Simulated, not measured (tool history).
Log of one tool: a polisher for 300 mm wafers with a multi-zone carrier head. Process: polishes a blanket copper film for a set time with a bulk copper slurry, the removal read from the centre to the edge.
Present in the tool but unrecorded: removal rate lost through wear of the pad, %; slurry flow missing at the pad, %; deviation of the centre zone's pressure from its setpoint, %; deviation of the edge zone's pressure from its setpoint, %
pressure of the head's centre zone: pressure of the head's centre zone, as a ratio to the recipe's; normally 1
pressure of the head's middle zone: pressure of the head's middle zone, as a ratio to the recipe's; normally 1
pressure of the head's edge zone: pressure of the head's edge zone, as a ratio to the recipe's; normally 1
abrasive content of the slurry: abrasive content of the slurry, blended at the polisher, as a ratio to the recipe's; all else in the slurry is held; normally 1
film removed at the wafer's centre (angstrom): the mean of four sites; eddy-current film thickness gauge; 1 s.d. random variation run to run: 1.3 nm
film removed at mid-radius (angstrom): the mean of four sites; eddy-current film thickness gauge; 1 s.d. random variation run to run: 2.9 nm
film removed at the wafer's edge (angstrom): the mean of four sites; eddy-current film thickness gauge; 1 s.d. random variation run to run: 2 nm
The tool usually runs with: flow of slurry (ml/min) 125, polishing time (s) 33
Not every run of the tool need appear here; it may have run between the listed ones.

run   hour  flow of slurry (ml/min)  pressure of the head's centre zone  pressure of the head's middle zone  pressure of the head's edge zone  abrasive content of the slurry  polishing time (s)  wafers since the last listed run  wafers polished on this pad  hours since the slurry nozzle was cleaned  hours since the centre zone pressure was calibrated  hours since the edge zone pressure was calibrated  hours since the carrier head's membrane was replaced  incoming thickness of the incoming film, nm  film removed at the wafer's centre (angstrom)  film removed at mid-radius (angstrom)  film removed at the wafer's edge (angstrom)
  1      0                      125                                   1                                   1                                 1                               1                  33                                 0                          716                                      625.8                                                680.1                                             1567.5                                                1944.7                                       2016.8                                           2061                                   2155                                         2102
  2   16.3                      125                                   1                                   1                                 1                               1                  33                               173                          890                                      642.1                                                696.4                                             1583.8                                                  1961                                       2061.5                                           2005                                   2071                                         2063
      28.4  -- worn pad replaced by a new one
      29.5  -- carrier head's membrane replaced by a new one
  3   30.7                      125                                   1                                   1                                 1                               1                  33                                99                           12                                      656.5                                                710.8                                             1598.2                                                   1.2                                       2015.9                                           2102                                   2112                                         2131
  4   42.6                      125                                   1                                   1                                 1                               1                  26                               126                          139                                      668.4                                                722.7                                             1610.1                                                  13.1                                       2023.8                                           1626                                   1660                                         1680
  5     50                      125                                   1                                   1                              1.09                            1.15                  33                                78                          218                                      675.8                                                730.1                                             1617.5                                                  20.5                                       2037.5                                           2123                                   2150                                         2272
      54.8  -- slurry nozzle cleaned
  6   57.3                      125                                0.94                                1.11                                 1                               1                  33                                67                          286                                        2.5                                                737.4                                             1624.8                                                  27.8                                       2013.8                                           2019                                   2283                                         2078
  7   63.9                      170                                   1                                0.96                                 1                             0.8                  27                                70                          356                                        9.1                                                  744                                             1631.4                                                  34.4                                       2012.8                                           1746                                   1698                                         1761
      70.1  -- centre zone pressure recalibrated
  8   77.5                      100                                 0.9                                   1                              1.06                               1                  29                               123                          480                                       22.7                                                  7.4                                               1645                                                    48                                         2029                                           1618                                   1759                                         1862
  9   90.9                      125                                1.08                                1.04                              0.89                               1                  33                               142                          623                                       36.1                                                 20.8                                             1658.4                                                  61.4                                       2006.3                                           2141                                   2121                                         1962
 10   98.5                      125                                   1                                1.11                                 1                               1                  41                                81                          704                                       43.7                                                 28.4                                               1666                                                    69                                       1991.1                                           2552                                   2732                                         2560
 11  111.6                      125                                0.89                                0.89                                 1                             0.9                  33                               139                          844                                       56.8                                                 41.5                                             1679.1                                                  82.1                                       2004.8                                           1846                                   1861                                         2031
     125.5  -- worn pad replaced by a new one
 12    126                      125                                   1                                   1                              0.94                               1                  23                               110                            4                                       71.2                                                 55.9                                             1693.5                                                  96.5                                       2051.9                                           1452                                   1478                                         1430
     128.9  -- edge zone pressure recalibrated
 13  134.2                      125                                 1.1                                   1                                 1                               1                  33                                66                           71                                       79.4                                                 64.1                                                5.3                                                 104.7                                         1974                                           2210                                   2108                                         2074
 14  149.5                      125                                   1                                   1                                 1                               1                  33                               163                          234                                       94.7                                                 79.4                                               20.6                                                   120                                       1992.4                                           2067                                   2079                                         2111
 15  158.5                      125                                   1                                   1                              1.09                               1                  33                                96                          330                                      103.7                                                 88.4                                               29.6                                                   129                                       2029.2                                           2070                                   2087                                         2184
 16  173.2                      125                                0.93                                   1                              1.11                             0.7                  33                               156                          487                                      118.4                                                103.1                                               44.3                                                 143.7                                       2014.9                                           1877                                   2015                                         2108
 17    189                      125                                1.08                                1.04                              0.89                               1                  33                               168                          655                                      134.2                                                118.9                                               60.1                                                 159.5                                       1995.8                                           2153                                   2089                                         2011
 18  196.8                      105                                0.93                                   1                                 1                               1                  33                                83                          738                                        142                                                126.7                                               67.9                                                 167.3                                       2027.6                                           1874                                   2001                                         1990
 19  204.6                      125                                   1                                   1                              1.07                            0.75                  33                                83                          822                                      149.8                                                134.5                                               75.7                                                 175.1                                       2030.7                                           1941                                   1992                                         2050
     212.7  -- worn pad replaced by a new one
 20  217.8                      140                                   1                                   1                              0.95                               1                  33                                98                           54                                        163                                                147.7                                               88.9                                                 188.3                                       1979.1                                           2150                                   2160                                         2100
 21  226.3                       95                                   1                                   1                                 1                               1                  33                                90                          145                                      171.5                                                156.2                                               97.4                                                 196.8                                       2042.8                                           1985                                   2023                                         2037

Hidden state at the last listed run before each entry between runs and at the first one after, where it differs:
Between runs 2 and 3: worn pad replaced by a new one (hour 28.4); carrier head's membrane replaced by a new one (hour 29.5)
  removal rate lost through wear of the pad, %: 3.35 -> 0.619
  measured minus no-state result, film removed at the wafer's centre (angstrom): -69 -> -13; film removed at mid-radius (angstrom): -72 -> -13; film removed at the wafer's edge (angstrom): -71 -> -13
Between runs 5 and 6: slurry nozzle cleaned (hour 54.8)
  removal rate lost through wear of the pad, %: 0.829 -> 0.996
  measured minus no-state result, film removed at the wafer's centre (angstrom): -18 -> -21; film removed at mid-radius (angstrom): -18 -> -23; film removed at the wafer's edge (angstrom): -19 -> -21
Between runs 7 and 8: centre zone pressure recalibrated (hour 70.1)
  removal rate lost through wear of the pad, %: 1.19 -> 1.71
  measured minus no-state result, film removed at the wafer's centre (angstrom): -21 -> -28; film removed at mid-radius (angstrom): -21 -> -31; film removed at the wafer's edge (angstrom): -21 -> -33
Between runs 11 and 12: worn pad replaced by a new one (hour 125.5)
  removal rate lost through wear of the pad, %: 3.77 -> 0.881
  measured minus no-state result, film removed at the wafer's centre (angstrom): -72 -> -13; film removed at mid-radius (angstrom): -72 -> -13; film removed at the wafer's edge (angstrom): -80 -> -13
Between runs 12 and 13: edge zone pressure recalibrated (hour 128.9)
  removal rate lost through wear of the pad, %: 0.881 -> 0.915
  measured minus no-state result, film removed at the wafer's centre (angstrom): -13 -> -20; film removed at mid-radius (angstrom): -13 -> -19; film removed at the wafer's edge (angstrom): -13 -> -20
Between runs 19 and 20: worn pad replaced by a new one (hour 212.7)
  removal rate lost through wear of the pad, %: 3.73 -> 0.0893
  measured minus no-state result, film removed at the wafer's centre (angstrom): -75 -> -2; film removed at mid-radius (angstrom): -77 -> -2; film removed at the wafer's edge (angstrom): -79 -> -1
